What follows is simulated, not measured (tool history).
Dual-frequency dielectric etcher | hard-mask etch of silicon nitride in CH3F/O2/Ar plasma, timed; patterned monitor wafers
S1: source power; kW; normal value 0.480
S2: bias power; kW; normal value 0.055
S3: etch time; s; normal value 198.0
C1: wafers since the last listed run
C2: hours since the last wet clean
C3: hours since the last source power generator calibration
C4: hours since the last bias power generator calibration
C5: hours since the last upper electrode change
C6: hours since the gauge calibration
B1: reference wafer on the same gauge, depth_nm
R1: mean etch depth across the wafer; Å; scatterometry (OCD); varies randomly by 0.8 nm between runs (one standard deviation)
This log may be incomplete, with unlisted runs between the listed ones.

| run | hour | S1 | S2 | S3 | C1 | C2 | C3 | C4 | C5 | C6 | B1 | R1 |
|---|---|---|---|---|---|---|---|---|---|---|---|---|
| 1 | 0.0 | 0.480 | 0.055 | 198.0 | 0 | 547.0 | 10.9 | 2440.7 | 5880.4 | 14.1 | 156.9 | 1373 |
| 2 | 6.4 | 0.480 | 0.055 | 198.0 | 28 | 553.4 | 17.3 | 2447.1 | 5886.8 | 20.5 | 157.0 | 1393 |
| 3 | 14.6 | 0.480 | 0.055 | 230.5 | 36 | 561.6 | 25.5 | 2455.3 | 5895.0 | 28.7 | 157.0 | 1617 |
|  | 22.0 | bias power generator calibrated |
| 4 | 22.8 | 0.480 | 0.059 | 172.5 | 18 | 569.8 | 33.7 | 0.8 | 5903.2 | 36.9 | 157.1 | 1238 |
|  | 51.4 | wet clean of the chamber |
| 5 | 51.9 | 0.480 | 0.059 | 172.5 | 22 | 0.5 | 62.8 | 29.9 | 5932.3 | 66.0 | 157.0 | 1196 |
| 6 | 52.3 | 0.480 | 0.059 | 172.5 | 1 | 0.9 | 63.2 | 30.3 | 5932.7 | 66.4 | 156.8 | 1195 |
| 7 | 66.8 | 0.480 | 0.055 | 157.0 | 63 | 15.4 | 77.7 | 44.8 | 5947.2 | 80.9 | 156.9 | 1058 |
| 8 | 83.2 | 0.480 | 0.055 | 198.0 | 72 | 31.8 | 94.1 | 61.2 | 5963.6 | 97.3 | 157.5 | 1342 |
| 9 | 98.0 | 0.480 | 0.055 | 215.5 | 65 | 46.6 | 108.9 | 76.0 | 5978.4 | 112.1 | 157.1 | 1476 |
| 10 | 111.9 | 0.580 | 0.043 | 227.0 | 61 | 60.5 | 122.8 | 89.9 | 5992.3 | 126.0 | 157.2 | 1600 |
| 11 | 127.7 | 0.370 | 0.055 | 164.0 | 69 | 76.3 | 138.6 | 105.7 | 6008.1 | 141.8 | 156.9 | 1013 |
| 12 | 139.9 | 0.420 | 0.055 | 144.5 | 53 | 88.5 | 150.8 | 117.9 | 6020.3 | 154.0 | 157.5 | 931 |
| 13 | 146.3 | 0.560 | 0.045 | 246.0 | 28 | 94.9 | 157.2 | 124.3 | 6026.7 | 160.4 | 157.2 | 1723 |
| 14 | 156.4 | 0.480 | 0.046 | 198.0 | 44 | 105.0 | 167.3 | 134.4 | 6036.8 | 170.5 | 156.9 | 1299 |
| 15 | 163.3 | 0.430 | 0.068 | 235.0 | 30 | 111.9 | 174.2 | 141.3 | 6043.7 | 177.4 | 156.9 | 1618 |
|  | 201.7 | upper electrode replaced |
| 16 | 202.2 | 0.400 | 0.046 | 169.5 | 65 | 150.8 | 213.1 | 180.2 | 0.5 | 216.3 | 156.7 | 1054 |
| 17 | 202.6 | 0.480 | 0.055 | 198.0 | 1 | 151.2 | 213.5 | 180.6 | 0.9 | 216.7 | 157.0 | 1348 |
| 18 | 203.0 | 0.480 | 0.065 | 253.5 | 1 | 151.6 | 213.9 | 181.0 | 1.3 | 217.1 | 157.1 | 1834 |
| 19 | 210.6 | 0.480 | 0.041 | 248.0 | 33 | 159.2 | 221.5 | 188.6 | 8.9 | 224.7 | 156.9 | 1597 |
| 20 | 225.6 | 0.480 | 0.055 | 238.0 | 66 | 174.2 | 236.5 | 203.6 | 23.9 | 239.7 | 157.2 | 1629 |
| 21 | 240.7 | 0.480 | 0.055 | 198.0 | 66 | 189.3 | 251.6 | 218.7 | 39.0 | 254.8 | 157.2 | 1362 |
| 22 | 256.6 | 0.480 | 0.041 | 248.0 | 70 | 205.2 | 267.5 | 234.6 | 54.9 | 270.7 | 156.8 | 1600 |
| 23 | 275.2 | 0.480 | 0.060 | 166.0 | 81 | 223.8 | 286.1 | 253.2 | 73.5 | 289.3 | 157.1 | 1178 |
| 24 | 286.8 | 0.520 | 0.048 | 250.5 | 51 | 235.4 | 297.7 | 264.8 | 85.1 | 300.9 | 157.1 | 1718 |
| 25 | 294.9 | 0.410 | 0.041 | 143.5 | 35 | 243.5 | 305.8 | 272.9 | 93.2 | 309.0 | 157.1 | 864 |
| 26 | 303.0 | 0.480 | 0.055 | 227.0 | 35 | 251.6 | 313.9 | 281.0 | 101.3 | 317.1 | 157.0 | 1570 |
| 27 | 320.9 | 0.480 | 0.055 | 232.0 | 78 | 269.5 | 331.8 | 298.9 | 119.2 | 335.0 | 157.1 | 1610 |
| 28 | 328.9 | 0.570 | 0.055 | 198.0 | 35 | 277.5 | 339.8 | 306.9 | 127.2 | 343.0 | 156.8 | 1473 |
| 29 | 340.6 | 0.480 | 0.055 | 198.0 | 51 | 289.2 | 351.5 | 318.6 | 138.9 | 354.7 | 156.9 | 1369 |
| 30 | 364.9 | 0.530 | 0.065 | 146.5 | 107 | 313.5 | 375.8 | 342.9 | 163.2 | 379.0 | 156.7 | 1101 |
| 31 | 377.4 | 0.480 | 0.065 | 253.0 | 55 | 326.0 | 388.3 | 355.4 | 175.7 | 391.5 | 157.4 | 1838 |

Here are 3 independent what-if runs from the current tool condition. What would each one return?
| A | 377.9 | 0.480 | 0.055 | 198.0 | 2 | 326.5 | 388.8 | 355.9 | 176.2 | 392.0 | ? | ? |
| B | 377.9 | 0.480 | 0.062 | 139.0 | 2 | 326.5 | 388.8 | 355.9 | 176.2 | 392.0 | ? | ? |
| C | 377.9 | 0.480 | 0.063 | 257.5 | 2 | 326.5 | 388.8 | 355.9 | 176.2 | 392.0 | ? | ? |

| run | B1 | R1 |
|---|---|---|
| A | 156.8 | 1370 |
| B | 156.8 | 991 |
| C | 156.8 | 1844 |
With the hidden condition removed and each run's random variation left untouched, the same runs would have given:
| run | R1 |
|---|---|
| A | 1344 |
| B | 972 |
| C | 1808 |

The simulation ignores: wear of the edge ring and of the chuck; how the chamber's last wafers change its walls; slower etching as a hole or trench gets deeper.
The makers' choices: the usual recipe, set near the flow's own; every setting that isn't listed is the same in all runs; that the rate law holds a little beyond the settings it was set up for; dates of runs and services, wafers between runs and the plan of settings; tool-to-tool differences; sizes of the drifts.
